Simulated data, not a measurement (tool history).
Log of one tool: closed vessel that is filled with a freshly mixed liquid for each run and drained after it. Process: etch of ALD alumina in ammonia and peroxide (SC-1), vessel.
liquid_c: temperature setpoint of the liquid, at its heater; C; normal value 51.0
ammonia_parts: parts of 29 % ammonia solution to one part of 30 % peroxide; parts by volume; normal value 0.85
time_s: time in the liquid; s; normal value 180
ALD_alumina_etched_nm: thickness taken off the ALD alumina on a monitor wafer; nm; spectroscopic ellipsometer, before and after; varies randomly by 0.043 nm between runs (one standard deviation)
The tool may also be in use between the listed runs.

run,hour,liquid_c,ammonia_parts,time_s,wafers since the last listed run,hours since the thermometer was replaced,hours since the ammonia flow meter was replaced,hours since the drum of ammonia solution was connected,hours since the gauge calibration,"read-back film thickness of the ALD alumina reference wafer, read on the same gauge (nm)",ALD_alumina_etched_nm
1,0.0,51.0,0.85,180,0,1175.4,846.4,312.8,688.5,49.99,17.93
2,29.1,51.0,0.85,180,3052,1204.5,875.5,341.9,717.6,50.01,17.94
3,44.6,51.0,0.85,180,1625,1220.0,891.0,357.4,733.1,50.00,17.96
# hour 62.6: new drum of ammonia solution connected
4,79.1,51.0,0.85,180,3513,1254.5,925.5,16.5,767.6,50.02,18.25
5,97.8,51.0,0.85,180,1961,1273.2,944.2,35.2,786.3,50.00,18.21
6,110.5,51.0,0.85,180,1332,1285.9,956.9,47.9,799.0,50.00,18.30
7,137.9,51.0,0.85,180,2873,1313.3,984.3,75.3,826.4,49.98,18.23
8,165.9,51.0,0.85,180,2936,1341.3,1012.3,103.3,854.4,50.04,18.22
9,188.4,51.0,0.85,180,2359,1363.8,1034.8,125.8,876.9,50.01,18.26
# hour 192.6: thermometer replaced
# hour 234.1: gauge calibrated
10,256.7,51.0,0.85,180,7058,64.1,1103.1,194.1,22.6,50.03,17.50
11,288.9,51.0,0.75,115,3377,96.3,1135.3,226.3,54.8,50.00,11.06
12,302.8,51.0,0.95,235,1457,110.2,1149.2,240.2,68.7,49.99,22.97
13,324.5,57.5,0.50,110,2276,131.9,1170.9,261.9,90.4,49.98,14.42
14,357.5,61.0,0.85,180,3461,164.9,1203.9,294.9,123.4,50.01,29.46
15,384.3,51.0,0.85,180,2810,191.7,1230.7,321.7,150.2,50.02,17.48
16,417.6,51.0,0.85,180,3492,225.0,1264.0,355.0,183.5,50.01,17.40
17,434.5,51.0,1.00,105,1772,241.9,1280.9,371.9,200.4,49.99,10.34
18,457.1,60.5,0.85,280,2370,264.5,1303.5,394.5,223.0,50.00,44.86
# hour 466.4: new drum of ammonia solution connected
19,481.3,55.0,0.65,270,2433,288.7,1327.7,14.9,247.2,50.00,32.16
20,506.3,55.5,1.05,105,2622,313.7,1352.7,39.9,272.2,49.98,13.47
21,520.7,42.5,1.20,180,1510,328.1,1367.1,54.3,286.6,50.00,11.33
22,550.0,47.5,0.50,180,3073,357.4,1396.4,83.6,315.9,50.01,13.89
# hour 571.8: ammonia flow meter replaced
23,580.4,46.5,0.65,180,3083,387.8,8.6,114.0,346.3,49.97,13.46
24,593.1,51.0,0.70,95,1332,400.5,21.3,126.7,359.0,50.02,9.23
25,611.8,51.0,0.70,95,1961,419.2,40.0,145.4,377.7,49.96,9.16
26,646.2,41.0,0.85,265,3608,453.6,74.4,179.8,412.1,50.00,14.83
27,749.8,47.5,0.85,180,10866,557.2,178.0,283.4,515.7,50.01,14.57
28,777.3,46.0,0.95,130,2884,584.7,205.5,310.9,543.2,50.03,9.81

Measured less the same run without the tool's hidden state. The same run-to-run variation is in both; the gauge's scatter may not be:
What the log doesn't record here: liquid hotter than its thermometer reads (K); ammonia flow below the setpoint (%); ammonia solution weaker than its label (%); gauge reads high (%).
run,ALD_alumina_etched_nm
1,+0.42
2,+0.42
3,+0.41
4,+0.66
5,+0.66
6,+0.66
7,+0.65
8,+0.65
9,+0.66
10,-0.07
11,-0.04
12,-0.11
13,-0.06
14,-0.15
15,-0.09
16,-0.08
17,-0.05
18,-0.26
19,+0.28
20,+0.12
21,+0.11
22,+0.12
23,+0.12
24,+0.08
25,+0.08
26,+0.14
27,+0.13
28,+0.09
